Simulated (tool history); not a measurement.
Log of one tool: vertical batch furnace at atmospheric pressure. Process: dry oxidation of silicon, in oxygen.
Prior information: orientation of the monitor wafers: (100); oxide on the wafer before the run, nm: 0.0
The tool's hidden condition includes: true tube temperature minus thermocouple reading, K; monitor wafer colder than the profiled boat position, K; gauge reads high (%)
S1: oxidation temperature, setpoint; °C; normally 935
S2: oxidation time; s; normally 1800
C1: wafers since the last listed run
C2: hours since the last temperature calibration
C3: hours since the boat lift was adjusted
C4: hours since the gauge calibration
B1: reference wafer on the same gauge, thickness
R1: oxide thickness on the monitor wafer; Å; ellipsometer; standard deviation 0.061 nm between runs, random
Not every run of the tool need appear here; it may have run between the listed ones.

run   hour   S1    S2   C1      C2      C3     C4     B1     R1
  1      0  940  1350    0    2436  1867.4  326.3  16.51  142.9
  2   69.2  944  2520  749  2505.2  1936.6  395.5  16.49  226.6
  3  134.9  944  2520  711  2570.9  2002.3  461.2   16.5  225.7
  4  176.6  944  2520  451  2612.6    2044  502.9  16.52  226.3
  5  242.4  935  1800  712  2678.4  2109.8  568.7  16.53  164.1
  6  309.3  935  1800  724  2745.3  2176.7  635.6  16.48  164.9
  7  338.3  935  1800  314  2774.3  2205.7  664.6  16.52  163.8
     361.4  -- gauge calibrated
  8  389.1  935  1800  550  2825.1  2256.5   27.7  16.47  164.7
  9  444.9  935  1800  604  2880.9  2312.3   83.5  16.53  163.9
 10  507.4  935  1800  677  2943.4  2374.8    146  16.48    164
     596.4  -- boat lift adjusted
 11  596.9  928  1800  709  3032.9     0.5  235.5   16.5  160.3
 12  608.3  944  2520  123  3044.3    11.9  246.9  16.48  236.1
 13  667.6  935  2580  642  3103.6    71.2  306.2  16.52    216
     702.1  -- thermocouples replaced and temperature profile calibrated
 14  737.8  912  1440  500    35.7   141.4  376.4   16.5  116.5
 15    768  954  1080  327    65.9   171.6  406.6   16.5  153.5
 16  822.7  935  1350  592   120.6   226.3  461.3  16.53  139.7
 17  865.1  943  2250  459     163   268.7  503.7  16.52  214.9
 18    926  926  1800  659   223.9   329.6  564.6  16.49  154.8
     938.8  -- gauge calibrated
 19  977.9  935  1800  562   275.8   381.5   39.1  16.51  168.2

5 ways to go on from here, each from the tool as it stands after run 19. What would each give?
  A   983  935  1800  55  280.9  386.6  44.2   ?   ?
  B   983  957  1290  55  280.9  386.6  44.2   ?   ?
  C   983  943  1140  55  280.9  386.6  44.2   ?   ?
  D   983  953  2640  55  280.9  386.6  44.2   ?   ?
  E   983  943  1410  55  280.9  386.6  44.2   ?   ?

run     B1     R1
  A  16.51  168.3
  B  16.51  175.8
  C  16.51  135.6
  D  16.51  263.7
  E  16.51  156.3
With the hidden condition removed and each run's random variation left untouched, the same runs would have given:
run     R1
  A  171.9
  B    180
  C  139.1
  D  269.7
  E  160.2
